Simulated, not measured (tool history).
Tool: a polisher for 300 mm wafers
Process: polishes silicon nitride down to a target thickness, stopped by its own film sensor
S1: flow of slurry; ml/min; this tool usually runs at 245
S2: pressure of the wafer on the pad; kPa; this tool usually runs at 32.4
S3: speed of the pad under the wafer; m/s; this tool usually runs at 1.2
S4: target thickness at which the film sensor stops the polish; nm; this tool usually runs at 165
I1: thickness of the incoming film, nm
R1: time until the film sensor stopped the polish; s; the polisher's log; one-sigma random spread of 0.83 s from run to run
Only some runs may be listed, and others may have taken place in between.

Run 1, hour 0: usual settings but S4 180 nm; I1 309.6. Result: R1 55.1 s.
Run 2, hour 46.7: usual settings but S4 180 nm; I1 315.5. Result: R1 63.4 s.
Run 3, hour 55.5: usual settings but S4 180 nm; I1 312.8. Result: R1 62.5 s.
Run 4, hour 66.4: usual settings but S3 1.32 m/s; I1 310.6. Result: R1 64.8 s.
At hour 75: worn pad replaced by a new one.
Run 5, hour 75.5: usual settings but S3 1.36 m/s, S4 205 nm; I1 310.5. Result: R1 41.9 s.
Run 6, hour 84.6: usual settings but S3 1.36 m/s, S4 205 nm; I1 305.3. Result: R1 39.9 s.
Run 7, hour 96.2: usual settings but S3 1.36 m/s, S4 205 nm; I1 311.4. Result: R1 43.5 s.
Run 8, hour 104: usual settings; I1 305.7. Result: R1 62.8 s.
Run 9, hour 111.8: usual settings; I1 312. Result: R1 67.1 s.
Run 10, hour 129.6: usual settings; I1 306.7. Result: R1 66.3 s.
Run 11, hour 144.2: usual settings; I1 314.5. Result: R1 68.9 s.
Run 12, hour 161.3: usual settings; I1 310.6. Result: R1 70.4 s.
At hour 165.5: worn pad replaced by a new one.
Run 13, hour 170.3: usual settings; I1 305.2. Result: R1 60.4 s.
Run 14, hour 180: usual settings but S3 1.04 m/s; I1 314.7. Result: R1 72.4 s.
Run 15, hour 197.3: usual settings but S3 1.04 m/s; I1 308.8. Result: R1 70.9 s.
At hour 204.7: slurry nozzle cleaned.
Run 16, hour 210.9: usual settings but S2 28.3 kPa, S4 190 nm; I1 312.4. Result: R1 63.2 s.
Run 17, hour 224.6: usual settings; I1 310. Result: R1 68.7 s.
At hour 236.5: worn pad replaced by a new one.
Run 18, hour 240: usual settings but S1 210 ml/min, S2 42.7 kPa, S3 1.34 m/s; I1 314.4. Result: R1 48.9 s.
Run 19, hour 254.2: usual settings but S2 42.1 kPa, S3 0.86 m/s; I1 307.1. Result: R1 59.2 s.
Run 20, hour 262.7: usual settings; I1 305.9. Result: R1 62.9 s.
At hour 265.8: head pressure recalibrated.
Run 21, hour 285.2: usual settings; I1 303.2. Result: R1 63.6 s.
Run 22, hour 300.6: usual settings but S2 29.6 kPa; I1 312.4. Result: R1 74.7 s.
At hour 309.1: worn pad replaced by a new one.
Run 23, hour 309.6: usual settings but S3 1.4 m/s; I1 310.9. Result: R1 55.7 s.
Run 24, hour 320.8: usual settings; I1 304.8. Result: R1 62.1 s.
Run 25, hour 328.2: usual settings but S2 41.4 kPa; I1 313.3. Result: R1 52.5 s.
Run 26, hour 339.4: usual settings; I1 312.9. Result: R1 64.5 s.
Run 27, hour 355.2: usual settings but S2 37.9 kPa, S4 204 nm; I1 309.6. Result: R1 41.5 s.
Run 28, hour 372.2: usual settings but S4 194 nm; I1 314.5. Result: R1 55.6 s.

Run 29 is up next; what results do you expect?
At hour 390: worn pad replaced by a new one.
Run 29, hour 390.5: usual settings but S3 1.4 m/s; I1 306.4. Result: R1 ?.

{"run 29": {"R1": 55.8}}
The same run, on a tool lacking any hidden state, would have yielded R1 55.8 s.
